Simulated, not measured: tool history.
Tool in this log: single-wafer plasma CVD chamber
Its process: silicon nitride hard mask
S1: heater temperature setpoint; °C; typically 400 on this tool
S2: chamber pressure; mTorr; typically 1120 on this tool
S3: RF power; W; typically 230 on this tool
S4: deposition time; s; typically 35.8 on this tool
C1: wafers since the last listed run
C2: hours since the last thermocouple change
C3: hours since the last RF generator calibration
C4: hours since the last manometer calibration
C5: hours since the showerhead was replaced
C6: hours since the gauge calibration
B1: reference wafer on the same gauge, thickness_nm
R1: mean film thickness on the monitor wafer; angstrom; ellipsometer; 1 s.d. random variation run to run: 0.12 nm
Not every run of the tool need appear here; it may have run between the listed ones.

run 1 hour=0 | S1=400 S2=1120 S3=230 S4=35.8 | C1=0 C2=1240.2 C3=1976.9 C4=2654.2 C5=5738.6 C6=1473.4 | B1=28.527 | R1=304.59
run 2 hour=14 | S1=400 S2=1120 S3=230 S4=35.8 | C1=264 C2=1254.2 C3=1990.9 C4=2668.2 C5=5752.6 C6=1487.4 | B1=28.546 | R1=302.75
run 3 hour=34.6 | S1=400 S2=1120 S3=230 S4=35.8 | C1=388 C2=1274.8 C3=2011.5 C4=2688.8 C5=5773.2 C6=1508 | B1=28.502 | R1=303.22
-- hour=50.7 capacitance manometer re-zeroed and calibrated
run 4 hour=58.3 | S1=400 S2=1120 S3=230 S4=41.4 | C1=296 C2=1298.5 C3=2035.2 C4=7.6 C5=5796.9 C6=1531.7 | B1=28.523 | R1=350.78
run 5 hour=79.3 | S1=400 S2=1120 S3=230 S4=41.4 | C1=396 C2=1319.5 C3=2056.2 C4=28.6 C5=5817.9 C6=1552.7 | B1=28.493 | R1=351.06
-- hour=89.5 showerhead replaced
run 6 hour=111.9 | S1=413 S2=1330 S3=250 S4=32 | C1=463 C2=1352.1 C3=2088.8 C4=61.2 C5=22.4 C6=1585.3 | B1=28.402 | R1=304.76
run 7 hour=139.1 | S1=400 S2=1120 S3=230 S4=35.8 | C1=512 C2=1379.3 C3=2116 C4=88.4 C5=49.6 C6=1612.5 | B1=28.418 | R1=301.38
run 8 hour=159.3 | S1=400 S2=1120 S3=230 S4=35.8 | C1=380 C2=1399.5 C3=2136.2 C4=108.6 C5=69.8 C6=1632.7 | B1=28.425 | R1=301.06
run 9 hour=176.1 | S1=400 S2=1120 S3=230 S4=35.8 | C1=316 C2=1416.3 C3=2153 C4=125.4 C5=86.6 C6=1649.5 | B1=28.361 | R1=300.29
-- hour=195.8 gauge calibrated
run 10 hour=271.7 | S1=400 S2=1120 S3=230 S4=35.8 | C1=1802 C2=1511.9 C3=2248.6 C4=221 C5=182.2 C6=75.9 | B1=29.465 | R1=314.36
run 11 hour=297.8 | S1=404 S2=880 S3=230 S4=28.7 | C1=492 C2=1538 C3=2274.7 C4=247.1 C5=208.3 C6=102 | B1=29.524 | R1=230.69
run 12 hour=319.1 | S1=400 S2=1120 S3=230 S4=35.8 | C1=401 C2=1559.3 C3=2296 C4=268.4 C5=229.6 C6=123.3 | B1=29.484 | R1=313.9
-- hour=334.3 RF generator calibrated
run 13 hour=349.7 | S1=406 S2=1360 S3=275 S4=35.8 | C1=426 C2=1589.9 C3=15.4 C4=299 C5=260.2 C6=153.9 | B1=29.513 | R1=386.67
run 14 hour=370.9 | S1=400 S2=1120 S3=230 S4=35.8 | C1=399 C2=1611.1 C3=36.6 C4=320.2 C5=281.4 C6=175.1 | B1=29.44 | R1=313.33
-- hour=385.4 thermocouple changed; heater temperature recalibrated
run 15 hour=390 | S1=400 S2=900 S3=230 S4=37.7 | C1=209 C2=4.6 C3=55.7 C4=339.3 C5=300.5 C6=194.2 | B1=29.465 | R1=305.93
run 16 hour=406 | S1=400 S2=940 S3=255 S4=42 | C1=301 C2=20.6 C3=71.7 C4=355.3 C5=316.5 C6=210.2 | B1=29.471 | R1=376.95
run 17 hour=434.4 | S1=390 S2=1290 S3=245 S4=29.1 | C1=535 C2=49 C3=100.1 C4=383.7 C5=344.9 C6=238.6 | B1=29.447 | R1=281.53
run 18 hour=467.5 | S1=400 S2=1120 S3=230 S4=41.4 | C1=624 C2=82.1 C3=133.2 C4=416.8 C5=378 C6=271.7 | B1=29.461 | R1=361.58
run 19 hour=489.6 | S1=400 S2=1120 S3=185 S4=42.9 | C1=416 C2=104.2 C3=155.3 C4=438.9 C5=400.1 C6=293.8 | B1=29.468 | R1=307.26
run 20 hour=502.5 | S1=400 S2=1120 S3=210 S4=35.8 | C1=243 C2=117.1 C3=168.2 C4=451.8 C5=413 C6=306.7 | B1=29.495 | R1=286.92
run 21 hour=537.8 | S1=400 S2=1320 S3=185 S4=35.8 | C1=665 C2=152.4 C3=203.5 C4=487.1 C5=448.3 C6=342 | B1=29.484 | R1=269.76
run 22 hour=569.9 | S1=400 S2=1120 S3=230 S4=35.8 | C1=605 C2=184.5 C3=235.6 C4=519.2 C5=480.4 C6=374.1 | B1=29.452 | R1=312.66
run 23 hour=643.8 | S1=411 S2=1120 S3=230 S4=37.9 | C1=1393 C2=258.4 C3=309.5 C4=593.1 C5=554.3 C6=448 | B1=29.405 | R1=330.43
run 24 hour=661.9 | S1=400 S2=860 S3=260 S4=35.8 | C1=341 C2=276.5 C3=327.6 C4=611.2 C5=572.4 C6=466.1 | B1=29.436 | R1=315.63
run 25 hour=680.9 | S1=412 S2=890 S3=185 S4=33.4 | C1=358 C2=295.5 C3=346.6 C4=630.2 C5=591.4 C6=485.1 | B1=29.426 | R1=219.51
run 26 hour=715.4 | S1=410 S2=1120 S3=265 S4=42.9 | C1=650 C2=330 C3=381.1 C4=664.7 C5=625.9 C6=519.6 | B1=29.422 | R1=419.04
run 27 hour=745.3 | S1=400 S2=1120 S3=230 S4=35.8 | C1=563 C2=359.9 C3=411 C4=694.6 C5=655.8 C6=549.5 | B1=29.393 | R1=312.47
run 28 hour=768.8 | S1=387 S2=850 S3=195 S4=39.1 | C1=443 C2=383.4 C3=434.5 C4=718.1 C5=679.3 C6=573 | B1=29.417 | R1=269.66
run 29 hour=788 | S1=406 S2=920 S3=215 S4=33.5 | C1=362 C2=402.6 C3=453.7 C4=737.3 C5=698.5 C6=592.2 | B1=29.327 | R1=257.6
run 30 hour=800.8 | S1=387 S2=850 S3=195 S4=39.1 | C1=241 C2=415.4 C3=466.5 C4=750.1 C5=711.3 C6=605 | B1=29.328 | R1=268.93

What differs in the tool's unlogged condition from the final listed run ahead of each entry between runs to the first listed run following it?
Between runs 3 and 4: capacitance manometer re-zeroed and calibrated (hour 50.7)
  gauge reads high (%): -3.04 -> -3.13
  measured minus no-state result, R1: -9.51 -> -11.33 angstrom
Between runs 5 and 6: showerhead replaced (hour 89.5)
  gauge reads high (%): -3.21 -> -3.33
  measured minus no-state result, R1: -11.63 -> -10.51 angstrom
Between runs 9 and 10: gauge calibrated (hour 195.8)
  gauge reads high (%): -3.59 -> 0.327
  measured minus no-state result, R1: -11.18 -> +1.02 angstrom
Between runs 12 and 13: RF generator calibrated (hour 334.3)
  gauge reads high (%): 0.316 -> 0.305
  measured minus no-state result, R1: +0.99 -> +1.18 angstrom
Between runs 14 and 15: thermocouple changed; heater temperature recalibrated (hour 385.4)
  gauge reads high (%): 0.297 -> 0.288
  measured minus no-state result, R1: +0.93 -> +0.88 angstrom
